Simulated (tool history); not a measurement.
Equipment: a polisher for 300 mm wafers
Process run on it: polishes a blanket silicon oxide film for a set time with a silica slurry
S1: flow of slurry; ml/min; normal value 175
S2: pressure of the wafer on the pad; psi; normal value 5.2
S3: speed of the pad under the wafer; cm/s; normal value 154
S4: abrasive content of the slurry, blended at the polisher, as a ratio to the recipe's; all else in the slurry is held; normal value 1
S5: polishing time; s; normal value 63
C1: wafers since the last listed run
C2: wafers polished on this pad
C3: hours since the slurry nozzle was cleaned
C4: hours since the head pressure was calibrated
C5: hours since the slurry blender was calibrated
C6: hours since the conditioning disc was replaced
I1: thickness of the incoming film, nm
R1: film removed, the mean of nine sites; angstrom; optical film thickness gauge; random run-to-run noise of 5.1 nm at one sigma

| run | day | S1 | S2 | S3 | S4 | S5 | C1 | C2 | C3 | C4 | C5 | C6 | I1 | R1 |
|---|---|---|---|---|---|---|---|---|---|---|---|---|---|---|
| 1 | 0 | 175 | 4.4 | 154 | 1 | 63 | 0 | 493 | 318.2 | 693.3 | 244.9 | 126.8 | 1734.2 | 2736 |
| 2 | 0.562 | 175 | 4.4 | 154 | 1 | 63 | 87 | 581 | 331.7 | 706.8 | 258.4 | 140.3 | 1707.2 | 2755 |
| 3 | 1.233 | 175 | 4.4 | 154 | 1 | 63 | 104 | 686 | 347.8 | 722.9 | 274.5 | 156.4 | 1742.6 | 2713 |
| 4 | 1.692 | 175 | 5.2 | 154 | 0.8 | 73 | 71 | 758 | 358.8 | 733.9 | 285.5 | 167.4 | 1759 | 3134 |
| 5 | 2.2 | 175 | 5.2 | 154 | 0.8 | 73 | 79 | 837 | 371 | 746.1 | 297.7 | 179.6 | 1740.3 | 3049 |
| 6 | 2.796 | 175 | 5.2 | 154 | 0.8 | 73 | 93 | 930 | 385.3 | 760.4 | 312 | 193.9 | 1729.7 | 3092 |
| 7 | 3.333 | 175 | 5.2 | 154 | 1.2 | 63 | 84 | 1014 | 398.2 | 773.3 | 324.9 | 206.8 | 1713.2 | 3276 |
| 8 | 3.642 | 175 | 5.2 | 154 | 1.2 | 63 | 48 | 1063 | 405.6 | 780.7 | 332.3 | 214.2 | 1744.4 | 3229 |
| 9 | 4.275 | 175 | 5.2 | 154 | 1.2 | 63 | 98 | 1162 | 420.8 | 795.9 | 347.5 | 229.4 | 1732.2 | 3189 |
| 10 | 4.833 | 175 | 5.2 | 154 | 1 | 63 | 87 | 1249 | 434.2 | 809.3 | 360.9 | 242.8 | 1732.9 | 3016 |
|  | 5.446 | worn pad replaced by a new one, of another model than before |
| 11 | 5.546 | 175 | 5.2 | 154 | 0.75 | 63 | 85 | 15 | 451.3 | 826.4 | 378 | 259.9 | 1728.3 | 2583 |
| 12 | 5.867 | 175 | 5.2 | 154 | 0.75 | 63 | 50 | 65 | 459 | 834.1 | 385.7 | 267.6 | 1769.1 | 2595 |
| 13 | 6.258 | 195 | 5.2 | 154 | 1 | 63 | 61 | 126 | 468.4 | 843.5 | 395.1 | 277 | 1735.6 | 3076 |
|  | 6.346 | head pressure recalibrated |
| 14 | 6.862 | 215 | 5.2 | 192 | 1 | 63 | 81 | 208 | 482.9 | 12.4 | 409.6 | 291.5 | 1714.1 | 3389 |
| 15 | 7.367 | 175 | 6.8 | 154 | 1 | 83 | 78 | 287 | 495 | 24.5 | 421.7 | 303.6 | 1708.5 | 4761 |
| 16 | 8.071 | 145 | 5.2 | 154 | 1 | 70 | 110 | 397 | 511.9 | 41.4 | 438.6 | 320.5 | 1727.6 | 3208 |
| 17 | 8.433 | 175 | 5.2 | 154 | 1 | 63 | 56 | 453 | 520.6 | 50.1 | 447.3 | 329.2 | 1740.2 | 2897 |
| 18 | 8.817 | 135 | 5.2 | 154 | 1 | 63 | 59 | 513 | 529.8 | 59.3 | 456.5 | 338.4 | 1716.3 | 2757 |
| 19 | 9.479 | 175 | 5.9 | 198 | 1 | 51 | 103 | 617 | 545.7 | 75.2 | 472.4 | 354.3 | 1726 | 2883 |
|  | 9.971 | conditioning disc replaced and pad reconditioned |
| 20 | 10.046 | 175 | 5.2 | 154 | 1 | 63 | 75 | 692 | 559.3 | 88.8 | 486 | 1.8 | 1710.8 | 3515 |
|  | 10.196 | slurry blender recalibrated |
| 21 | 10.608 | 175 | 5.2 | 154 | 1 | 63 | 74 | 767 | 572.8 | 102.3 | 9.9 | 15.3 | 1711.3 | 3506 |
|  | 11.542 | slurry nozzle cleaned |
| 22 | 12.612 | 175 | 5.2 | 154 | 0.9 | 74 | 306 | 1074 | 25.7 | 150.4 | 58 | 63.4 | 1751.1 | 3604 |
| 23 | 13.146 | 175 | 5.8 | 206 | 1 | 46 | 83 | 1157 | 38.5 | 163.2 | 70.8 | 76.2 | 1714.4 | 2905 |
| 24 | 13.446 | 225 | 5.2 | 154 | 1 | 72 | 46 | 1204 | 45.7 | 170.4 | 78 | 83.4 | 1713.9 | 3813 |
| 25 | 13.908 | 140 | 4.4 | 154 | 0.85 | 76 | 72 | 1276 | 56.8 | 181.5 | 89.1 | 94.5 | 1721.3 | 2828 |
| 26 | 14.433 | 210 | 5.2 | 154 | 1 | 76 | 82 | 1358 | 69.4 | 194.1 | 101.7 | 107.1 | 1730.3 | 3867 |
|  | 14.667 | worn pad replaced by a new one |
| 27 | 14.792 | 175 | 5.7 | 154 | 1.2 | 63 | 29 | 19 | 78 | 202.7 | 110.3 | 115.7 | 1724.1 | 3603 |

Consider 3 possible next runs. They are alternatives, not a sequence: every one starts from the tool as it was left by run 27. What does each give?
| A | 14.808 | 175 | 5.2 | 154 | 1 | 63 | 2 | 21 | 78.4 | 203.1 | 110.7 | 116.1 | 1762.9 | ? |
| B | 14.808 | 190 | 5.2 | 154 | 1.2 | 63 | 2 | 21 | 78.4 | 203.1 | 110.7 | 116.1 | 1762.9 | ? |
| C | 14.808 | 150 | 5.7 | 118 | 1.15 | 63 | 2 | 21 | 78.4 | 203.1 | 110.7 | 116.1 | 1762.9 | ? |

| run | R1 |
|---|---|
| A | 3198 |
| B | 3526 |
| C | 3298 |
Without the tool's hidden state the same runs would have given:
| run | R1 |
|---|---|
| A | 3679 |
| B | 4056 |
| C | 3784 |
